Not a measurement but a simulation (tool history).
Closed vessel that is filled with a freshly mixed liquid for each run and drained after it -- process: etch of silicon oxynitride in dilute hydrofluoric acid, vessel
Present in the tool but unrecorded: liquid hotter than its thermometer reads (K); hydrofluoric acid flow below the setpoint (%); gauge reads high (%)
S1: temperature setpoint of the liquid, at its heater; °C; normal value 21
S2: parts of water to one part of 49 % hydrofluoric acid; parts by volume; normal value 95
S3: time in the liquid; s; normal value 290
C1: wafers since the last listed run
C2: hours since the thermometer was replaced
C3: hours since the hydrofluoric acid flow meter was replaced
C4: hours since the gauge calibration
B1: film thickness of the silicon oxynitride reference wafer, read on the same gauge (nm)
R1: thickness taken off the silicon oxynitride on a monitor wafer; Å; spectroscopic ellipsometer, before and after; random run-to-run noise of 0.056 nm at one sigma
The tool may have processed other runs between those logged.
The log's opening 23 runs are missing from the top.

run 24 hour=1732.1 | S1=21 S2=95 S3=290 | C1=3496 C2=88.8 C3=67.7 C4=1397.5 | B1=130.01 | R1=97.5
run 25 hour=1829.9 | S1=22.5 S2=110 S3=445 | C1=5334 C2=186.6 C3=165.5 C4=1495.3 | B1=129.98 | R1=136.9
run 26 hour=1868.2 | S1=23 S2=95 S3=290 | C1=2089 C2=224.9 C3=203.8 C4=1533.6 | B1=130 | R1=106.3
run 27 hour=1945.4 | S1=21 S2=120 S3=290 | C1=4210 C2=302.1 C3=281 C4=1610.8 | B1=129.96 | R1=76
run 28 hour=2020.5 | S1=21 S2=95 S3=290 | C1=4096 C2=377.2 C3=356.1 C4=1685.9 | B1=130.04 | R1=97.7
run 29 hour=2061.6 | S1=21 S2=95 S3=290 | C1=2241 C2=418.3 C3=397.2 C4=1727 | B1=129.99 | R1=97.7
run 30 hour=2163.3 | S1=24 S2=65 S3=290 | C1=5547 C2=520 C3=498.9 C4=1828.7 | B1=130.04 | R1=170.1
run 31 hour=2233.1 | S1=19 S2=115 S3=140 | C1=3807 C2=589.8 C3=568.7 C4=1898.5 | B1=130.01 | R1=35.2
run 32 hour=2298.4 | S1=21 S2=95 S3=290 | C1=3561 C2=655.1 C3=634 C4=1963.8 | B1=130.01 | R1=98.4
run 33 hour=2394 | S1=21 S2=95 S3=125 | C1=5214 C2=750.7 C3=729.6 C4=2059.4 | B1=130 | R1=42.5
run 34 hour=2441 | S1=17 S2=95 S3=360 | C1=2563 C2=797.7 C3=776.6 C4=2106.4 | B1=130.03 | R1=100.3

Consider 3 possible next runs. They are alternatives, not a sequence: every one starts from the tool as it was left by run 34. What does each give?
run A hour=2441.7 | S1=21 S2=95 S3=290 | C1=38 C2=798.4 C3=777.3 C4=2107.1 | B1=? | R1=?
run B hour=2441.7 | S1=22.5 S2=95 S3=290 | C1=38 C2=798.4 C3=777.3 C4=2107.1 | B1=? | R1=?
run C hour=2441.7 | S1=17 S2=95 S3=155 | C1=38 C2=798.4 C3=777.3 C4=2107.1 | B1=? | R1=?

run=A B1=129.99 R1=99.7
run=B B1=129.99 R1=107.2
run=C B1=129.99 R1=43.8
The same runs, with their run-to-run variation unchanged, on a tool lacking any hidden condition would have given:
run=A R1=98.2
run=B R1=105.6
run=C R1=43.1

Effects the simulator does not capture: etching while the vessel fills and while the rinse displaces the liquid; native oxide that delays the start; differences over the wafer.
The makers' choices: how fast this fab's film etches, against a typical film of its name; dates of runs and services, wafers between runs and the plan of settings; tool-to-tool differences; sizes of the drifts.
